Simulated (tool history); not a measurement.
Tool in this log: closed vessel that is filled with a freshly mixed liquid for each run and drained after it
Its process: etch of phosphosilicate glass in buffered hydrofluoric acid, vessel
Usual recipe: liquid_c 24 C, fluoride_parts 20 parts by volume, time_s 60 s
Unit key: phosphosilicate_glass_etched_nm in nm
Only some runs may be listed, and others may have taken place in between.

run,hour,liquid_c,fluoride_parts,time_s,wafers since the last listed run,hours since the thermometer was replaced,hours since the hydrofluoric acid flow meter was replaced,hours since the gauge calibration,"read-back film thickness of the phosphosilicate glass reference wafer, read on the same gauge (nm)",phosphosilicate_glass_etched_nm
1,0,24,20,60,0,1702.5,861.4,497.8,97.82,313.56
# hour 6.1: gauge calibrated
2,33.4,24,20,60,4766,1735.9,894.8,27.3,100.01,322.83
3,78.7,24,15,85,6464,1781.2,940.1,72.6,99.58,607.89
4,103.6,24,15,85,3553,1806.1,965,97.5,99.43,602.88
5,181.5,24,20,60,11116,1884,1042.9,175.4,98.93,322.18
6,236.5,24,20,60,7848,1939,1097.9,230.4,98.7,319.31
# hour 286.3: hydrofluoric acid flow meter replaced
7,286.8,24,20,60,7034,1989.3,0.5,280.7,98.56,320.35
8,332,24,20,60,6449,2034.5,45.7,325.9,98.46,321.67
9,374.8,24,20,60,6107,2077.3,88.5,368.7,98.37,316.51
# hour 457.7: thermometer replaced
10,567.6,21.5,14.5,30,27369,109.9,281.3,561.5,98.19,191.18
11,602.5,24,22.5,75,4980,144.8,316.2,596.4,98.19,366.32
# hour 624.1: gauge calibrated
12,648.1,28.5,25.5,60,6507,190.4,361.8,24,99.87,351.25
13,700.9,26.5,27.5,40,7534,243.2,414.6,76.8,99.41,199.26
14,739.7,24,20,30,5536,282,453.4,115.6,99.05,161.17
15,767.3,28.5,20,60,3938,309.6,481,143.2,98.91,406.73
16,818.3,24,20,60,7277,360.6,532,194.2,98.65,321.06
17,845.2,24,20,60,3838,387.5,558.9,221.1,98.58,318.67
18,895.8,24,20,60,7220,438.1,609.5,271.7,98.38,319.33
19,940.7,20,26.5,90,6407,483,654.4,316.6,98.27,316.34

Here are 3 independent what-if runs from the current tool condition. What would each one return?
A,941.4,24,20,75,99,483.7,655.1,317.3,?,?
B,941.4,21.5,24,60,99,483.7,655.1,317.3,?,?
C,941.4,28,23,45,99,483.7,655.1,317.3,?,?

run,"read-back film thickness of the phosphosilicate glass reference wafer, read on the same gauge (nm)",phosphosilicate_glass_etched_nm
A,98.26,398.25
B,98.26,244.76
C,98.26,269.55
Had the tool no hidden state, the same runs would have come out as:
run,phosphosilicate_glass_etched_nm
A,405.24
B,249.06
C,274.28
